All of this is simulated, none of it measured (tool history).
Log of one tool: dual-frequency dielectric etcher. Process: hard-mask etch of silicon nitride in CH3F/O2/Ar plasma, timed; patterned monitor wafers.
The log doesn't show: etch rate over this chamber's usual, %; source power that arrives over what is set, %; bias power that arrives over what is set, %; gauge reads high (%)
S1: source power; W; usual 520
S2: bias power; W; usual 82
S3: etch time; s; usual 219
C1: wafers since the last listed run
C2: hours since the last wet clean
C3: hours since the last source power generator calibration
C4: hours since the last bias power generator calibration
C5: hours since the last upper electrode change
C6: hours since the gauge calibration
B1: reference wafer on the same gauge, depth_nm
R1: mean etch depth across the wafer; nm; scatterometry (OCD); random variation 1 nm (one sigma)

{"run": 1, "hour": 0.0, "S1": 520, "S2": 68, "S3": 219, "C1": 0, "C2": 262.5, "C3": 925.7, "C4": 2056.4, "C5": 4198.7, "C6": 798.6, "B1": 184.4, "R1": 146.9}
{"run": 2, "hour": 25.6, "S1": 520, "S2": 82, "S3": 219, "C1": 186, "C2": 288.1, "C3": 951.3, "C4": 2082, "C5": 4224.3, "C6": 824.2, "B1": 183.8, "R1": 152.9}
{"run": 3, "hour": 71.9, "S1": 520, "S2": 82, "S3": 219, "C1": 336, "C2": 334.4, "C3": 997.6, "C4": 2128.3, "C5": 4270.6, "C6": 870.5, "B1": 184.1, "R1": 151}
{"run": 4, "hour": 107.2, "S1": 450, "S2": 82, "S3": 219, "C1": 256, "C2": 369.7, "C3": 1032.9, "C4": 2163.6, "C5": 4305.9, "C6": 905.8, "B1": 183.6, "R1": 143.7}
{"run": 5, "hour": 121.5, "S1": 520, "S2": 82, "S3": 219, "C1": 104, "C2": 384, "C3": 1047.2, "C4": 2177.9, "C5": 4320.2, "C6": 920.1, "B1": 183.9, "R1": 150.6}
{"run": 6, "hour": 150.2, "S1": 520, "S2": 82, "S3": 219, "C1": 208, "C2": 412.7, "C3": 1075.9, "C4": 2206.6, "C5": 4348.9, "C6": 948.8, "B1": 184.1, "R1": 147.7}
{"hour": 170.7, "done": "gauge calibrated"}
{"run": 7, "hour": 180.5, "S1": 610, "S2": 99, "S3": 283, "C1": 220, "C2": 443, "C3": 1106.2, "C4": 2236.9, "C5": 4379.2, "C6": 9.8, "B1": 184, "R1": 211.7}
{"hour": 190.6, "done": "bias power generator calibrated"}
{"run": 8, "hour": 208.4, "S1": 520, "S2": 82, "S3": 257.5, "C1": 173, "C2": 470.9, "C3": 1134.1, "C4": 17.8, "C5": 4407.1, "C6": 37.7, "B1": 184.2, "R1": 175.3}
{"hour": 245.0, "done": "wet clean of the chamber"}
{"run": 9, "hour": 245.5, "S1": 470, "S2": 92, "S3": 197, "C1": 95, "C2": 0.5, "C3": 1171.2, "C4": 54.9, "C5": 4444.2, "C6": 74.8, "B1": 184.5, "R1": 144.2}
{"run": 10, "hour": 245.9, "S1": 430, "S2": 82, "S3": 155.5, "C1": 2, "C2": 0.9, "C3": 1171.6, "C4": 55.3, "C5": 4444.6, "C6": 75.2, "B1": 184.7, "R1": 107.5}
{"run": 11, "hour": 274.1, "S1": 400, "S2": 62, "S3": 186.5, "C1": 205, "C2": 29.1, "C3": 1199.8, "C4": 83.5, "C5": 4472.8, "C6": 103.4, "B1": 183.7, "R1": 117.1}
{"run": 12, "hour": 287.4, "S1": 520, "S2": 102, "S3": 192.5, "C1": 96, "C2": 42.4, "C3": 1213.1, "C4": 96.8, "C5": 4486.1, "C6": 116.7, "B1": 183.7, "R1": 147.2}
{"run": 13, "hour": 304.3, "S1": 520, "S2": 82, "S3": 197, "C1": 123, "C2": 59.3, "C3": 1230, "C4": 113.7, "C5": 4503, "C6": 133.6, "B1": 183.9, "R1": 142.3}
{"run": 14, "hour": 334.3, "S1": 560, "S2": 95, "S3": 254.5, "C1": 218, "C2": 89.3, "C3": 1260, "C4": 143.7, "C5": 4533, "C6": 163.6, "B1": 184.2, "R1": 192.7}
{"run": 15, "hour": 412.3, "S1": 520, "S2": 82, "S3": 219, "C1": 567, "C2": 167.3, "C3": 1338, "C4": 221.7, "C5": 4611, "C6": 241.6, "B1": 183.7, "R1": 156.1}
{"run": 16, "hour": 445.2, "S1": 610, "S2": 98, "S3": 219, "C1": 239, "C2": 200.2, "C3": 1370.9, "C4": 254.6, "C5": 4643.9, "C6": 274.5, "B1": 183.5, "R1": 169.6}
{"hour": 457.0, "done": "source power generator calibrated"}
{"run": 17, "hour": 459.7, "S1": 470, "S2": 69, "S3": 185.5, "C1": 76, "C2": 214.7, "C3": 2.7, "C4": 269.1, "C5": 4658.4, "C6": 289, "B1": 184.3, "R1": 121.8}
{"run": 18, "hour": 473.6, "S1": 570, "S2": 69, "S3": 240.5, "C1": 101, "C2": 228.6, "C3": 16.6, "C4": 283, "C5": 4672.3, "C6": 302.9, "B1": 184.2, "R1": 166.1}
{"hour": 522.5, "done": "upper electrode replaced"}
{"run": 19, "hour": 538.9, "S1": 640, "S2": 71, "S3": 195.5, "C1": 300, "C2": 293.9, "C3": 81.9, "C4": 348.3, "C5": 16.4, "C6": 368.2, "B1": 184.1, "R1": 139.6}
{"run": 20, "hour": 569.0, "S1": 390, "S2": 77, "S3": 199, "C1": 219, "C2": 324, "C3": 112, "C4": 378.4, "C5": 46.5, "C6": 398.3, "B1": 184.2, "R1": 127}
{"run": 21, "hour": 600.2, "S1": 520, "S2": 82, "S3": 219, "C1": 227, "C2": 355.2, "C3": 143.2, "C4": 409.6, "C5": 77.7, "C6": 429.5, "B1": 184, "R1": 152.9}
{"hour": 642.5, "done": "wet clean of the chamber"}
{"run": 22, "hour": 643.0, "S1": 570, "S2": 75, "S3": 263.5, "C1": 136, "C2": 0.5, "C3": 186, "C4": 452.4, "C5": 120.5, "C6": 472.3, "B1": 184, "R1": 190.1}
{"run": 23, "hour": 643.4, "S1": 520, "S2": 82, "S3": 249.5, "C1": 2, "C2": 0.9, "C3": 186.4, "C4": 452.8, "C5": 120.9, "C6": 472.7, "B1": 183.6, "R1": 179}
{"run": 24, "hour": 673.0, "S1": 650, "S2": 82, "S3": 248, "C1": 215, "C2": 30.5, "C3": 216, "C4": 482.4, "C5": 150.5, "C6": 502.3, "B1": 183.7, "R1": 190.3}
{"run": 25, "hour": 697.5, "S1": 410, "S2": 94, "S3": 219, "C1": 178, "C2": 55, "C3": 240.5, "C4": 506.9, "C5": 175, "C6": 526.8, "B1": 184, "R1": 152.5}
{"run": 26, "hour": 713.5, "S1": 520, "S2": 76, "S3": 219, "C1": 116, "C2": 71, "C3": 256.5, "C4": 522.9, "C5": 191, "C6": 542.8, "B1": 184.6, "R1": 153}
{"run": 27, "hour": 739.5, "S1": 520, "S2": 82, "S3": 219, "C1": 189, "C2": 97, "C3": 282.5, "C4": 548.9, "C5": 217, "C6": 568.8, "B1": 183.5, "R1": 154.9}
{"run": 28, "hour": 772.3, "S1": 430, "S2": 64, "S3": 219, "C1": 238, "C2": 129.8, "C3": 315.3, "C4": 581.7, "C5": 249.8, "C6": 601.6, "B1": 183.9, "R1": 138.9}
{"run": 29, "hour": 789.5, "S1": 470, "S2": 93, "S3": 193, "C1": 125, "C2": 147, "C3": 332.5, "C4": 598.9, "C5": 267, "C6": 618.8, "B1": 183.6, "R1": 137.3}

Measured less the same run without the tool's hidden state. The same run-to-run variation is in both; the gauge's scatter may not be:
run=1 R1=-5.8
run=2 R1=-6.5
run=3 R1=-7.3
run=4 R1=-7.6
run=5 R1=-8.2
run=6 R1=-8.7
run=7 R1=-13.3
run=8 R1=-11.6
run=9 R1=-0.2
run=10 R1=-0.1
run=11 R1=-0.5
run=12 R1=-1
run=13 R1=-1.2
run=14 R1=-2.4
run=15 R1=-3.4
run=16 R1=-4.3
run=17 R1=-3.3
run=18 R1=-4.9
run=19 R1=-5.2
run=20 R1=-5.3
run=21 R1=-7
run=22 R1=-1.3
run=23 R1=-1.3
run=24 R1=-2
run=25 R1=-2.1
run=26 R1=-2.3
run=27 R1=-2.9
run=28 R1=-3.1
run=29 R1=-3.3
